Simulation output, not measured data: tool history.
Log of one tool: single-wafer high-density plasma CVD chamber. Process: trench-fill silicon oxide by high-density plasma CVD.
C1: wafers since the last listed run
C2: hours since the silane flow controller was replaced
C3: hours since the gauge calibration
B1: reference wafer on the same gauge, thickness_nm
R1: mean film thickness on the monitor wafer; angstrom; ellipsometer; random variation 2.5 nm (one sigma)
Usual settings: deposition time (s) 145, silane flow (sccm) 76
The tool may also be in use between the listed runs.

Run 1, hour 0: usual settings but silane flow (sccm) 83; C1 0; C2 2144.8; C3 235.3; B1 1150.59. Result: R1 11059.21 angstrom.
Run 2, hour 52.1: usual settings but silane flow (sccm) 83; C1 402; C2 2196.9; C3 287.4; B1 1149.865. Result: R1 11104.6 angstrom.
Run 3, hour 114.5: usual settings but silane flow (sccm) 83; C1 482; C2 2259.3; C3 349.8; B1 1150.189. Result: R1 11106.4 angstrom.
Run 4, hour 180.7: usual settings but silane flow (sccm) 67; C1 511; C2 2325.5; C3 416; B1 1149.556. Result: R1 9026.54 angstrom.
Run 5, hour 214.7: usual settings; C1 262; C2 2359.5; C3 450; B1 1149.511. Result: R1 10211.4 angstrom.
Run 6, hour 277.5: usual settings; C1 485; C2 2422.3; C3 512.8; B1 1149.831. Result: R1 10172.94 angstrom.
Run 7, hour 334.1: usual settings but deposition time (s) 168; C1 437; C2 2478.9; C3 569.4; B1 1149.979. Result: R1 11810.95 angstrom.
Run 8, hour 382.2: usual settings but deposition time (s) 168; C1 371; C2 2527; C3 617.5; B1 1150.072. Result: R1 11806.04 angstrom.
Run 9, hour 441.2: usual settings but deposition time (s) 168; C1 455; C2 2586; C3 676.5; B1 1150.353. Result: R1 11754.55 angstrom.
Run 10, hour 503.3: usual settings; C1 479; C2 2648.1; C3 738.6; B1 1150.093. Result: R1 10178.62 angstrom.
Run 11, hour 571.9: usual settings but silane flow (sccm) 64; C1 530; C2 2716.7; C3 807.2; B1 1150.055. Result: R1 8632.93 angstrom.
Run 12, hour 625.2: usual settings but silane flow (sccm) 87; C1 411; C2 2770; C3 860.5; B1 1150.357. Result: R1 11610.48 angstrom.
At hour 637.6: silane flow controller replaced.
Run 13, hour 662.1: usual settings but silane flow (sccm) 87; C1 223; C2 24.5; C3 897.4; B1 1149.892. Result: R1 11754.06 angstrom.
Run 14, hour 695.9: usual settings but deposition time (s) 158, silane flow (sccm) 87; C1 261; C2 58.3; C3 931.2; B1 1150.634. Result: R1 12776.74 angstrom.
Run 15, hour 722.5: usual settings but deposition time (s) 158, silane flow (sccm) 87; C1 205; C2 84.9; C3 957.8; B1 1149.298. Result: R1 12764.77 angstrom.
Run 16, hour 753.1: usual settings; C1 236; C2 115.5; C3 988.4; B1 1149.768. Result: R1 10341.64 angstrom.
Run 17, hour 791.7: usual settings; C1 298; C2 154.1; C3 1027; B1 1149.677. Result: R1 10314.78 angstrom.
Run 18, hour 839.6: usual settings; C1 370; C2 202; C3 1074.9; B1 1149.088. Result: R1 10350.98 angstrom.
Run 19, hour 888.6: usual settings; C1 378; C2 251; C3 1123.9; B1 1149.547. Result: R1 10306.68 angstrom.
Run 20, hour 956.2: usual settings; C1 522; C2 318.6; C3 1191.5; B1 1149.377. Result: R1 10279.56 angstrom.
At hour 1008.3: gauge calibrated.
Run 21, hour 1027: usual settings; C1 547; C2 389.4; C3 18.7; B1 1150.267. Result: R1 10272.49 angstrom.
Run 22, hour 1051.6: usual settings; C1 190; C2 414; C3 43.3; B1 1149.719. Result: R1 10267.67 angstrom.
Run 23, hour 1077.9: usual settings; C1 203; C2 440.3; C3 69.6; B1 1150.766. Result: R1 10285.76 angstrom.
Run 24, hour 1115: usual settings but deposition time (s) 121, silane flow (sccm) 81; C1 286; C2 477.4; C3 106.7; B1 1151.223. Result: R1 9082.97 angstrom.
Run 25, hour 1166.8: usual settings but deposition time (s) 159, silane flow (sccm) 84; C1 400; C2 529.2; C3 158.5; B1 1150.34. Result: R1 12418.44 angstrom.
Run 26, hour 1213: usual settings; C1 357; C2 575.4; C3 204.7; B1 1149.132. Result: R1 10260.72 angstrom.
Run 27, hour 1241.5: usual settings but deposition time (s) 159, silane flow (sccm) 84; C1 220; C2 603.9; C3 233.2; B1 1149.935. Result: R1 12359.71 angstrom.
Run 28, hour 1288.9: usual settings but silane flow (sccm) 90; C1 366; C2 651.3; C3 280.6; B1 1150.49. Result: R1 12063.92 angstrom.
Run 29, hour 1314.7: usual settings but deposition time (s) 123, silane flow (sccm) 83; C1 199; C2 677.1; C3 306.4; B1 1149.465. Result: R1 9445.2 angstrom.
Run 30, hour 1368: usual settings but deposition time (s) 163, silane flow (sccm) 70; C1 411; C2 730.4; C3 359.7; B1 1149.669. Result: R1 10682.96 angstrom.
Run 31, hour 1417.9: usual settings but deposition time (s) 160, silane flow (sccm) 90; C1 385; C2 780.3; C3 409.6; B1 1149.557. Result: R1 13269.79 angstrom.
Run 32, hour 1449.4: usual settings but deposition time (s) 174, silane flow (sccm) 70; C1 243; C2 811.8; C3 441.1; B1 1151.018. Result: R1 11307.77 angstrom.
Run 33, hour 1488.9: usual settings but deposition time (s) 124; C1 305; C2 851.3; C3 480.6; B1 1149.937. Result: R1 8763.09 angstrom.
Run 34, hour 1560.2: usual settings but deposition time (s) 119, silane flow (sccm) 62; C1 550; C2 922.6; C3 551.9; B1 1151.078. Result: R1 6904.63 angstrom.
Run 35, hour 1611.9: usual settings but deposition time (s) 164, silane flow (sccm) 68; C1 399; C2 974.3; C3 603.6; B1 1149.297. Result: R1 10384.37 angstrom.
Run 36, hour 1676.5: usual settings but deposition time (s) 165, silane flow (sccm) 80; C1 499; C2 1038.9; C3 668.2; B1 1149.952. Result: R1 12180.82 angstrom.
Run 37, hour 1725.5: usual settings but deposition time (s) 132, silane flow (sccm) 88; C1 378; C2 1087.9; C3 717.2; B1 1149.416. Result: R1 10677.86 angstrom.
Run 38, hour 1767.8: usual settings but silane flow (sccm) 65; C1 326; C2 1130.2; C3 759.5; B1 1150.329. Result: R1 8841.54 angstrom.
Run 39, hour 1813: usual settings; C1 349; C2 1175.4; C3 804.7; B1 1150.714. Result: R1 10255.7 angstrom.
Run 40, hour 1869.1: usual settings but deposition time (s) 153, silane flow (sccm) 80; C1 433; C2 1231.5; C3 860.8; B1 1150.285. Result: R1 11331.28 angstrom.

The next listed run, before its measurement:
Run 41, hour 1897: usual settings but silane flow (sccm) 68; C1 215; C2 1259.4; C3 888.7; B1 ?. Result: R1 ?.

{"run 41": {"B1": 1150.587, "R1": 9210.31}}
Without the tool's hidden state the same run would have given R1 9305.85 angstrom.
